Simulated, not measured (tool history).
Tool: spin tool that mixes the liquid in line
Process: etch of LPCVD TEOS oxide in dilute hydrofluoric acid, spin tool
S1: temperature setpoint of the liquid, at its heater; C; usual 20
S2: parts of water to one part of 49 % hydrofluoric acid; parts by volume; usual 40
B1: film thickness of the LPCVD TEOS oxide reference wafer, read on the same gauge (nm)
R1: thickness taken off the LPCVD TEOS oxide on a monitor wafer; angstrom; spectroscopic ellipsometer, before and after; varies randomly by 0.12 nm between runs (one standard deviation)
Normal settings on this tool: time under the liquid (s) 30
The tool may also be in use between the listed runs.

Run 1, day 0: usual settings; B1 89.99. Result: R1 179 angstrom.
Run 2, day 1.4: usual settings but S1 18 C, time under the liquid (s) 25; B1 89.98. Result: R1 136 angstrom.
Run 3, day 2.217: usual settings; B1 90.01. Result: R1 179.1 angstrom.
Run 4, day 2.725: usual settings; B1 89.97. Result: R1 176.3 angstrom.
Run 5, day 3.492: usual settings; B1 89.98. Result: R1 178.4 angstrom.
Run 6, day 5.225: usual settings but time under the liquid (s) 45; B1 89.99. Result: R1 266.9 angstrom.
Run 7, day 6.2: usual settings but time under the liquid (s) 45; B1 90. Result: R1 264.5 angstrom.
Run 8, day 7.675: usual settings; B1 89.96. Result: R1 176.6 angstrom.
Run 9, day 8.429: usual settings; B1 90.03. Result: R1 175.6 angstrom.
Run 10, day 8.938: usual settings; B1 89.96. Result: R1 175.2 angstrom.
Run 11, day 9.754: usual settings; B1 89.98. Result: R1 178.2 angstrom.
Run 12, day 10.446: usual settings; B1 90.01. Result: R1 176.2 angstrom.
Run 13, day 11.35: usual settings but S2 35 parts by volume; B1 90.01. Result: R1 201.9 angstrom.
At day 11.625: thermometer replaced.
Run 14, day 12.733: usual settings; B1 90.01. Result: R1 175.3 angstrom.
Run 15, day 13.35: usual settings; B1 89.99. Result: R1 175.6 angstrom.
Run 16, day 14.679: usual settings but S1 22.5 C, time under the liquid (s) 45; B1 90. Result: R1 291.4 angstrom.
Run 17, day 15.238: usual settings but time under the liquid (s) 45; B1 90. Result: R1 260.7 angstrom.
Run 18, day 16.392: usual settings but S1 22.5 C, S2 55 parts by volume, time under the liquid (s) 20; B1 90.01. Result: R1 92 angstrom.
Run 19, day 17.75: usual settings; B1 89.97. Result: R1 173.1 angstrom.
Run 20, day 18.275: usual settings; B1 89.99. Result: R1 174.2 angstrom.
Run 21, day 19.046: usual settings but S2 35 parts by volume, time under the liquid (s) 15; B1 90. Result: R1 99.9 angstrom.
Run 22, day 19.796: usual settings but S1 17 C; B1 90. Result: R1 153.1 angstrom.
Run 23, day 21.283: usual settings but S1 23 C; B1 90.01. Result: R1 196 angstrom.
At day 21.467: hydrofluoric acid flow meter replaced.
Run 24, day 22.429: usual settings; B1 90. Result: R1 196.1 angstrom.
Run 25, day 23.492: usual settings but S1 17 C, S2 50 parts by volume, time under the liquid (s) 40; B1 89.98. Result: R1 181.3 angstrom.
At day 24.038: gauge calibrated.
Run 26, day 24.312: usual settings but S1 18.5 C, S2 30 parts by volume; B1 89.98. Result: R1 247.7 angstrom.
Run 27, day 25.367: usual settings; B1 89.98. Result: R1 193.2 angstrom.
Run 28, day 25.942: usual settings; B1 89.98. Result: R1 197.3 angstrom.
Run 29, day 27.208: usual settings but S1 17 C, S2 35 parts by volume, time under the liquid (s) 50; B1 90. Result: R1 327.6 angstrom.
Run 30, day 31.45: usual settings but S1 21.5 C; B1 90.01. Result: R1 206.6 angstrom.
Run 31, day 32.35: usual settings but S1 17 C, S2 30 parts by volume, time under the liquid (s) 15; B1 89.99. Result: R1 115.7 angstrom.
Run 32, day 35.383: usual settings; B1 89.98. Result: R1 191.1 angstrom.

Here are 5 independent what-if runs from the current tool condition. What would each one return?
Run A, day 35.4: usual settings but time under the liquid (s) 20; B1 ?. Result: R1 ?.
Run B, day 35.4: usual settings but S1 17.5 C, S2 60 parts by volume, time under the liquid (s) 25; B1 ?. Result: R1 ?.
Run C, day 35.4: usual settings but S1 23.5 C, S2 45 parts by volume, time under the liquid (s) 45; B1 ?. Result: R1 ?.
Run D, day 35.4: usual settings but S1 17 C, S2 25 parts by volume; B1 ?. Result: R1 ?.
Run E, day 35.4: usual settings but S1 21.5 C, S2 30 parts by volume, time under the liquid (s) 45; B1 ?. Result: R1 ?.

run  B1     R1
  A  90  128.8
  B  90   94.2
  C  90  296.5
  D  90  276.1
  E  90  417.1
The same runs, with their run-to-run variation unchanged, on a tool lacking any hidden condition would have given:
run     R1
  A  131.4
  B   96.1
  C  302.7
  D  281.7
  E  425.6
